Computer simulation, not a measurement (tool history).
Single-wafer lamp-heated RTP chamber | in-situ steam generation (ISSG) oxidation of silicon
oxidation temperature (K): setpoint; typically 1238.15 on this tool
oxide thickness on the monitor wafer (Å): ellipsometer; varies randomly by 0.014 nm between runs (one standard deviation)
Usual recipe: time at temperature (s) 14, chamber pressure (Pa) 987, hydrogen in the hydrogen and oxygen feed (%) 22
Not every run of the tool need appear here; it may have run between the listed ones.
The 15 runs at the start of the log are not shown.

run,hour,oxidation temperature (K),time at temperature (s),chamber pressure (Pa),hydrogen in the hydrogen and oxygen feed (%),wafers since the last listed run,wafers since the last pyrometer calibration,hours since the pressure gauge was zeroed,hours since the hydrogen flow controller was replaced,hours since the gauge calibration,"read-back reference wafer on the same gauge, thickness",oxide thickness on the monitor wafer (Å)
# hour 1120.5: pyrometer window cleaned and pyrometer calibrated
16,1164.9,1224.15,14,920,22,650,586,3928.4,520.2,603.7,3.917,38.01
17,1267.6,1238.15,14,987,32,1357,1943,4031.1,622.9,706.4,3.918,44.08
18,1313.0,1256.15,10,1173,22,600,2543,4076.5,668.3,751.8,3.920,36.30
19,1358.3,1221.15,14,920,22,598,3142,4121.8,713.6,797.1,3.920,37.95
20,1464.9,1222.15,18,920,25,1408,4551,4228.4,820.2,903.7,3.921,42.87
# hour 1478.7: pressure gauge zeroed
21,1528.9,1238.15,14,987,22,740,5291,50.2,884.2,967.7,3.920,39.64
22,1572.8,1220.15,14,920,22,580,5871,94.1,928.1,1011.6,3.918,37.80
# hour 1585.3: pyrometer window cleaned and pyrometer calibrated
23,1656.1,1226.15,10,920,14,995,935,177.4,1011.4,1094.9,3.920,29.82
# hour 1683.6: gauge calibrated
24,1740.3,1238.15,14,987,22,1112,2047,261.6,1095.6,56.7,3.921,39.81
25,1839.0,1230.15,19,987,22,1304,3352,360.3,1194.3,155.4,3.919,43.86
26,1924.2,1238.15,14,920,16,1126,4478,445.5,1279.5,240.6,3.918,36.62
27,1969.6,1227.15,14,1160,22,600,5078,490.9,1324.9,286.0,3.921,38.16

What will run 28 give?
28,2007.2,1238.15,14,1147,26,496,5575,528.5,1362.5,323.6,?,?

read-back reference wafer on the same gauge, thickness: 3.920
oxide thickness on the monitor wafer (Å): 41.16
With no hidden state in the tool, this same run would have given oxide thickness on the monitor wafer (Å) 41.16.

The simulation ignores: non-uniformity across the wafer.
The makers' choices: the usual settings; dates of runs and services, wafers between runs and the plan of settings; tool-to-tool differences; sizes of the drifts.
